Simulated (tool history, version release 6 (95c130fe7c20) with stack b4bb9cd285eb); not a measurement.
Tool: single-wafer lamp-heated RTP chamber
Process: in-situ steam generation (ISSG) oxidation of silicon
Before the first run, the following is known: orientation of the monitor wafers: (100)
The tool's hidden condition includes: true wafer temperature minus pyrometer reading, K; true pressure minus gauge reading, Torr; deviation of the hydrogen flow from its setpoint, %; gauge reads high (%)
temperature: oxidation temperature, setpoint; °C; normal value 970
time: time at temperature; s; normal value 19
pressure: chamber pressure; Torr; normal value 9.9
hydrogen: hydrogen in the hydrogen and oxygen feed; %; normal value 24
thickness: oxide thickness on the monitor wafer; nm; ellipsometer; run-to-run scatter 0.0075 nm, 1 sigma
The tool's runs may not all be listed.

run	day	temperature	time	pressure	hydrogen	wafers since the last listed run	wafers since the last pyrometer calibration	hours since the pressure gauge was zeroed	hours since the hydrogen flow controller was replaced	hours since the gauge calibration	read-back reference wafer on the same gauge, thickness	thickness
1	0.000	970	19	9.9	24	0	3853	1771.4	3462.1	523.9	5.439	5.048
# day 0.067: gauge calibrated
2	1.433	970	19	9.9	24	204	4057	1805.8	3496.5	32.8	5.438	5.065
3	2.771	977	19	9.9	24	190	4248	1837.9	3528.6	64.9	5.442	5.198
4	3.654	977	19	9.9	24	125	4374	1859.1	3549.8	86.1	5.436	5.189
5	4.675	970	19	9.9	24	145	4520	1883.6	3574.3	110.6	5.442	5.072
6	6.133	981	19	9.9	24	208	4728	1918.6	3609.3	145.6	5.443	5.269
7	7.212	970	14	9.9	24	153	4882	1944.5	3635.2	171.5	5.442	4.465
8	8.379	970	19	9.9	24	166	5048	1972.5	3663.2	199.5	5.437	5.079
9	9.412	970	19	9.9	24	147	5195	1997.3	3688.0	224.3	5.437	5.075
10	10.233	970	19	9.9	24	117	5312	2017.0	3707.7	244.0	5.441	5.065
11	11.629	970	19	9.9	24	199	5512	2050.5	3741.2	277.5	5.441	5.077
12	12.354	970	19	9.9	24	103	5615	2067.9	3758.6	294.9	5.440	5.076
13	13.750	970	19	9.9	24	199	5814	2101.4	3792.1	328.4	5.438	5.064
14	15.062	970	19	9.1	24	187	6001	2132.9	3823.6	359.9	5.444	5.143
15	15.792	970	19	9.9	24	104	6105	2150.4	3841.1	377.4	5.442	5.076
# day 16.133: hydrogen flow controller replaced
# day 16.375: pressure gauge zeroed
16	17.138	989	19	8.5	24	109	6215	18.3	24.1	409.7	5.438	5.538
17	17.658	970	19	9.9	24	74	6290	30.8	36.6	422.2	5.440	5.080
# day 19.042: pyrometer window cleaned and pyrometer calibrated
18	19.062	970	15	9.9	16	152	2	64.5	70.3	455.9	5.437	4.151
19	20.367	960	13	8.6	17	186	188	95.8	101.6	487.2	5.438	3.919
# day 20.696: gauge calibrated
20	21.004	970	19	9.9	24	90	279	111.1	116.9	7.4	5.442	5.007
21	21.988	970	19	9.9	24	140	420	134.7	140.5	31.0	5.440	5.021
22	22.633	985	15	10.2	27	92	512	150.2	156.0	46.5	5.441	4.875
23	23.983	953	19	9.2	27	192	704	182.6	188.4	78.9	5.440	4.956
24	24.958	984	19	8.8	32	139	843	206.0	211.8	102.3	5.439	5.762
25	25.958	970	13	9.9	24	142	986	230.0	235.8	126.3	5.441	4.303

What if the next run were any one of these 4? Each begins from the tool's condition after run 25:
A	25.979	970	19	9.9	24	2	989	230.5	236.3	126.8	?	?
B	25.979	970	15	9.3	24	2	989	230.5	236.3	126.8	?	?
C	25.979	958	21	8.7	28	2	989	230.5	236.3	126.8	?	?
D	25.979	978	14	9.5	14	2	989	230.5	236.3	126.8	?	?

run	read-back reference wafer on the same gauge, thickness	thickness
A	5.441	5.036
B	5.441	4.617
C	5.441	5.337
D	5.441	4.062
What these runs would have given with no unlogged condition in the tool:
run	thickness
A	5.012
B	4.597
C	5.313
D	4.045

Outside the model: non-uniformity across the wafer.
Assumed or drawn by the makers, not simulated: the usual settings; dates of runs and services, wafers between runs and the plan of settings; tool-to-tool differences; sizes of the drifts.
